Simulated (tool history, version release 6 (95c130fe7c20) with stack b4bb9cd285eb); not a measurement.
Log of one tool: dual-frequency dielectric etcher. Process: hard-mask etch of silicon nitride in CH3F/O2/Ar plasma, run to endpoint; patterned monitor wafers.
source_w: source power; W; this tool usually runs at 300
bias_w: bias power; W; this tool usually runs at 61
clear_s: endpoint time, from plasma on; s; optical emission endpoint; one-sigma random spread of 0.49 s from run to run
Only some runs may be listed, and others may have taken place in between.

run   hour  source_w  bias_w  incoming incoming film thickness, nm  clear_s
  1      0       300      61                                 37.16     65.6
  2   59.2       300      61                                 37.28     65.2
  3   76.4       300      49                                 37.34     70.5
  4  101.8       270      61                                 37.18     67.6
  5  132.9       270      61                                 37.23     67.8
  6  153.4       300      61                                 37.32     65.1
     184.9  -- upper electrode replaced
     194.7  -- source power generator calibrated
     201.8  -- wet clean of the chamber
  7  202.3       360      72                                 37.42     58.6
  8  203.1       360      72                                 37.53     58.4
  9  219.8       270      61                                 37.39     70.5
 10  253.9       360      49                                 37.34     67.3
 11  273.8       340      66                                 37.51     61.8
 12  290.7       340      51                                  37.3     67.4
     300.1  -- bias power generator calibrated
 13  307.9       300      61                                 37.23     66.6
 14    329       240      61                                 37.28     73.6
 15  354.6       240      67                                 37.66     70.9
 16  372.7       340      65                                 37.48     61.6

What will run 17 give?
 17   408       300      61                                 37.32        ?

{"run 17": {"clear_s": 66.1}}
If the tool had no hidden condition, the same run with the same run-to-run variation would have returned clear_s 67.2 s.
